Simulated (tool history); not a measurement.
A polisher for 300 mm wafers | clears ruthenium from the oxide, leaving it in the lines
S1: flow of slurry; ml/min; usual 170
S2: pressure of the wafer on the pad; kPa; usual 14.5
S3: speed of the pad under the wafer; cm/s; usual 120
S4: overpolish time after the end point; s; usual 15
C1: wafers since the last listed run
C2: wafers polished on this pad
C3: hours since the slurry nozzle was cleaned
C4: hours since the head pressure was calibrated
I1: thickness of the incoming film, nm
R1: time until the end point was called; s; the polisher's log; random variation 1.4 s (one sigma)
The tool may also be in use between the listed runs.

run	hour	S1	S2	S3	S4	C1	C2	C3	C4	I1	R1
1	0.0	170	14.5	110	15	0	1251	187.5	91.1	103.2	77.3
# hour 97.6: worn pad replaced by a new one
2	98.1	170	14.5	110	15	749	4	285.6	189.2	104.1	76.1
3	199.9	170	14.5	120	15	810	814	387.4	291.0	106.2	69.8
4	271.1	170	14.5	120	15	567	1381	458.6	362.2	103.5	69.3
5	308.6	170	13.1	120	15	298	1680	496.1	399.7	104.3	77.3
6	379.7	170	13.1	120	15	566	2246	567.2	470.8	105.7	80.4
# hour 420.8: worn pad replaced by a new one
# hour 432.8: head pressure recalibrated
7	443.9	170	12.4	120	15	463	167	631.4	11.1	105.5	92.0
8	481.8	170	12.4	120	15	301	469	669.3	49.0	105.9	89.8
# hour 527.1: slurry nozzle cleaned
9	566.5	170	14.5	154	15	666	1136	39.4	133.7	104.2	53.7
10	624.5	170	14.5	154	15	461	1598	97.4	191.7	103.5	52.9
11	676.1	170	14.5	120	15	410	2009	149.0	243.3	104.8	68.7
# hour 682.8: worn pad replaced by a new one
12	781.8	190	17.9	120	15	809	788	254.7	349.0	103.6	52.1
13	879.1	230	18.6	120	8	774	1563	352.0	446.3	103.2	47.8
14	948.0	170	18.6	120	15	548	2112	420.9	515.2	105.4	50.6
# hour 983.2: worn pad replaced by a new one
# hour 1002.3: head pressure recalibrated
15	1007.9	115	14.5	150	15	429	180	480.8	5.6	105.1	67.9
16	1056.3	170	14.5	110	15	385	566	529.2	54.0	104.4	80.3
17	1149.5	195	17.2	152	23	742	1308	622.4	147.2	105.3	49.1
18	1205.3	170	14.5	120	15	444	1752	678.2	203.0	103.7	74.1
# hour 1295.0: worn pad replaced by a new one
19	1296.4	170	14.5	94	15	693	10	769.3	294.1	105.6	97.7
20	1344.1	170	14.5	120	15	379	390	817.0	341.8	104.6	73.8
# hour 1365.9: slurry nozzle cleaned
21	1437.2	170	18.6	120	7	733	1124	71.3	434.9	103.6	51.1

Predict each of these 5 candidate next runs independently; none follows another, all start after run 21:
A	1437.6	170	14.5	120	15	3	1127	71.7	435.3	105.8	?
B	1437.6	150	19.3	130	7	3	1127	71.7	435.3	105.8	?
C	1437.6	170	17.2	158	15	3	1127	71.7	435.3	105.8	?
D	1437.6	155	17.2	120	15	3	1127	71.7	435.3	105.8	?
E	1437.6	185	14.5	120	11	3	1127	71.7	435.3	105.8	?

run	R1
A	64.7
B	45.8
C	41.3
D	55.2
E	63.8
With no hidden state in the tool, these same runs would have given:
run	R1
A	69.6
B	49.2
C	44.4
D	59.4
E	68.7
